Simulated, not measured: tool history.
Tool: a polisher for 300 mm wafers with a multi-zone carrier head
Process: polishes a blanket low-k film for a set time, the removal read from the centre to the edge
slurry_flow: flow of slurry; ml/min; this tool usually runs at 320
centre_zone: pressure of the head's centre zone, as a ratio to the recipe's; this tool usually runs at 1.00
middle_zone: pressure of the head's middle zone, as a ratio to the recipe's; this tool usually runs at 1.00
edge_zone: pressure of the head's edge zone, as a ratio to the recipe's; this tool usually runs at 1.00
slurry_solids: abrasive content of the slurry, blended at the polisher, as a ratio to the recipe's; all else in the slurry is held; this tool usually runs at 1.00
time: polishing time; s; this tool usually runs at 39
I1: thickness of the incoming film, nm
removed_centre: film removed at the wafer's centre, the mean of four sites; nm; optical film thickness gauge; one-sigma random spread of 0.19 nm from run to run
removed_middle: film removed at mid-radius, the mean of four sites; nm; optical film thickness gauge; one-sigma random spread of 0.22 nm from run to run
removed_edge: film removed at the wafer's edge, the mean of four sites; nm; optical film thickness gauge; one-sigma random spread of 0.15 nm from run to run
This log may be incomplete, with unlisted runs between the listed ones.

Run 1, hour 0.0: usual settings; I1 437.7. Result: removed_centre 15.5 nm, removed_middle 15.0 nm, removed_edge 15.5 nm.
Run 2, hour 13.2: usual settings; I1 440.1. Result: removed_centre 15.0 nm, removed_middle 14.7 nm, removed_edge 15.8 nm.
At hour 26.1: worn pad replaced by a new one.
Run 3, hour 29.4: usual settings; I1 443.6. Result: removed_centre 15.2 nm, removed_middle 15.0 nm, removed_edge 15.5 nm.
At hour 37.6: edge zone pressure recalibrated.
Run 4, hour 38.4: usual settings but middle_zone 0.92; I1 444.6. Result: removed_centre 15.0 nm, removed_middle 13.9 nm, removed_edge 15.7 nm.
Run 5, hour 53.9: usual settings; I1 442.5. Result: removed_centre 14.9 nm, removed_middle 14.8 nm, removed_edge 15.5 nm.
Run 6, hour 60.1: usual settings but slurry_flow 250 ml/min, centre_zone 0.94; I1 442.5. Result: removed_centre 13.0 nm, removed_middle 13.9 nm, removed_edge 15.2 nm.
Run 7, hour 67.8: usual settings but slurry_flow 250 ml/min, centre_zone 0.94; I1 434.3. Result: removed_centre 13.2 nm, removed_middle 14.0 nm, removed_edge 15.1 nm.
Run 8, hour 78.1: usual settings; I1 447.2. Result: removed_centre 14.8 nm, removed_middle 15.0 nm, removed_edge 15.6 nm.
Run 9, hour 107.4: usual settings but middle_zone 1.10; I1 435.3. Result: removed_centre 14.9 nm, removed_middle 16.3 nm, removed_edge 15.7 nm.
Run 10, hour 114.2: usual settings; I1 443.7. Result: removed_centre 14.8 nm, removed_middle 15.0 nm, removed_edge 15.4 nm.
At hour 120.3: worn pad replaced by a new one.
Run 11, hour 121.0: usual settings; I1 446.3. Result: removed_centre 14.7 nm, removed_middle 15.1 nm, removed_edge 15.4 nm.
At hour 138.6: slurry nozzle cleaned.
Run 12, hour 139.1: usual settings but middle_zone 1.07, edge_zone 0.89; I1 442.9. Result: removed_centre 16.0 nm, removed_middle 16.7 nm, removed_edge 15.3 nm.
At hour 156.1: carrier head's membrane replaced by a new one.
At hour 158.2: centre zone pressure recalibrated.
Run 13, hour 158.7: usual settings but slurry_flow 415 ml/min, centre_zone 0.94, edge_zone 0.88; I1 437.1. Result: removed_centre 15.3 nm, removed_middle 15.6 nm, removed_edge 15.5 nm.
Run 14, hour 162.5: usual settings but middle_zone 0.93, edge_zone 0.92; I1 435.9. Result: removed_centre 15.3 nm, removed_middle 14.7 nm, removed_edge 15.3 nm.
Run 15, hour 178.7: usual settings but slurry_flow 250 ml/min, centre_zone 0.96, middle_zone 1.07, time 33 s; I1 434.0. Result: removed_centre 12.1 nm, removed_middle 13.5 nm, removed_edge 13.3 nm.
Run 16, hour 188.6: usual settings; I1 445.3. Result: removed_centre 15.1 nm, removed_middle 15.3 nm, removed_edge 15.8 nm.
Run 17, hour 198.3: usual settings; I1 432.2. Result: removed_centre 15.1 nm, removed_middle 15.3 nm, removed_edge 15.8 nm.
At hour 211.9: worn pad replaced by a new one.
Run 18, hour 212.4: usual settings but centre_zone 1.03, middle_zone 1.04, edge_zone 0.95, time 29 s; I1 441.6. Result: removed_centre 11.5 nm, removed_middle 11.6 nm, removed_edge 11.4 nm.
Run 19, hour 226.9: usual settings but centre_zone 1.09; I1 445.3. Result: removed_centre 16.6 nm, removed_middle 15.1 nm, removed_edge 15.6 nm.
Run 20, hour 232.9: usual settings but centre_zone 0.97, middle_zone 1.08, slurry_solids 1.15; I1 434.1. Result: removed_centre 15.8 nm, removed_middle 17.0 nm, removed_edge 16.7 nm.
Run 21, hour 248.0: usual settings but middle_zone 1.03, time 51 s; I1 436.4. Result: removed_centre 19.5 nm, removed_middle 20.1 nm, removed_edge 19.8 nm.

Predict each of these 5 candidate next runs independently; none follows another, all start after run 21:
Run A, hour 248.4: usual settings; I1 435.3. Result: removed_centre ?, removed_middle ?, removed_edge ?.
Run B, hour 248.4: usual settings but centre_zone 1.09, edge_zone 0.90; I1 435.3. Result: removed_centre ?, removed_middle ?, removed_edge ?.
Run C, hour 248.4: usual settings but slurry_flow 420 ml/min, edge_zone 0.91; I1 435.3. Result: removed_centre ?, removed_middle ?, removed_edge ?.
Run D, hour 248.4: usual settings but slurry_flow 265 ml/min, centre_zone 0.91; I1 435.3. Result: removed_centre ?, removed_middle ?, removed_edge ?.
Run E, hour 248.4: usual settings but slurry_flow 350 ml/min; I1 435.3. Result: removed_centre ?, removed_middle ?, removed_edge ?.

run  removed_centre  removed_middle  removed_edge
  A            15.1            14.5          15.5
  B            16.4            14.5          14.8
  C            15.7            15.1          15.3
  D            13.1            14.0          15.1
  E            15.3            14.7          15.7
Stripped of hidden state, with their random variation kept, the same runs would have yielded:
run  removed_centre  removed_middle  removed_edge
  A            16.2            15.4          16.3
  B            17.7            15.4          15.5
  C            16.6            15.8          15.9
  D            14.4            15.1          16.1
  E            16.3            15.6          16.4

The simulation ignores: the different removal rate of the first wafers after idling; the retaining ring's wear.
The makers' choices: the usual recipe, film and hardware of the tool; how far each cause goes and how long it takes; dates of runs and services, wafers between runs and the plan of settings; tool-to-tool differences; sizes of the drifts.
